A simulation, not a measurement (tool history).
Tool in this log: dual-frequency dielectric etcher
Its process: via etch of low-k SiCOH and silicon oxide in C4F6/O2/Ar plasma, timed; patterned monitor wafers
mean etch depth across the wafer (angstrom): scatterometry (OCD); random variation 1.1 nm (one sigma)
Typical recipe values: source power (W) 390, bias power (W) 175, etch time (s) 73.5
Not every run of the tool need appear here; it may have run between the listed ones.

run,hour,source power (W),bias power (W),etch time (s),wafers since the last listed run,hours since the last wet clean,hours since the last source power generator calibration,hours since the last bias power generator calibration,hours since the last upper electrode change,hours since the gauge calibration,"read-back reference wafer on the same gauge, depth_nm",mean etch depth across the wafer (angstrom)
1,0.0,390,175,60.0,0,534.3,1509.2,1178.4,4177.6,564.2,198.9,1515
# hour 10.7: wet clean of the chamber
2,70.9,390,175,60.0,486,60.2,1580.1,1249.3,4248.5,635.1,199.1,1539
3,94.5,390,175,73.5,190,83.8,1603.7,1272.9,4272.1,658.7,199.0,1910
4,110.2,390,175,73.5,126,99.5,1619.4,1288.6,4287.8,674.4,199.1,1890
5,127.8,390,175,73.5,142,117.1,1637.0,1306.2,4305.4,692.0,199.1,1884
6,152.4,390,175,73.5,198,141.7,1661.6,1330.8,4330.0,716.6,198.9,1899
7,181.9,390,175,73.5,238,171.2,1691.1,1360.3,4359.5,746.1,198.8,1890
8,225.2,390,175,73.5,349,214.5,1734.4,1403.6,4402.8,789.4,198.7,1901
# hour 237.2: source power generator calibrated
# hour 240.5: gauge calibrated
9,245.6,390,144,90.5,132,234.9,8.4,1424.0,4423.2,5.1,199.0,2264
10,265.5,390,144,90.5,160,254.8,28.3,1443.9,4443.1,25.0,199.2,2243
11,297.9,390,175,65.0,261,287.2,60.7,1476.3,4475.5,57.4,199.2,1665
12,314.4,390,175,73.5,133,303.7,77.2,1492.8,4492.0,73.9,198.8,1896
# hour 346.6: upper electrode replaced, of another model than before
13,347.1,390,175,73.5,70,336.4,109.9,1525.5,0.5,106.6,198.9,1879
14,375.3,390,175,73.5,227,364.6,138.1,1553.7,28.7,134.8,199.0,1870
15,388.1,320,198,73.5,103,377.4,150.9,1566.5,41.5,147.6,199.0,1759
# hour 464.2: wet clean of the chamber
16,464.7,390,175,73.5,425,0.5,227.5,1643.1,118.1,224.2,199.0,1902
# hour 490.6: bias power generator calibrated
17,494.7,390,175,73.5,210,30.5,257.5,4.1,148.1,254.2,199.0,1921

Run 18, settings as shown, results not yet in. Your forecast:
18,525.7,390,175,73.5,250,61.5,288.5,35.1,179.1,285.2,?,?

{"run 18": {"read-back reference wafer on the same gauge, depth_nm": 199.1, "mean etch depth across the wafer (angstrom)": 1928}}
Without the tool's hidden state the same run would have given mean etch depth across the wafer (angstrom) 1932.

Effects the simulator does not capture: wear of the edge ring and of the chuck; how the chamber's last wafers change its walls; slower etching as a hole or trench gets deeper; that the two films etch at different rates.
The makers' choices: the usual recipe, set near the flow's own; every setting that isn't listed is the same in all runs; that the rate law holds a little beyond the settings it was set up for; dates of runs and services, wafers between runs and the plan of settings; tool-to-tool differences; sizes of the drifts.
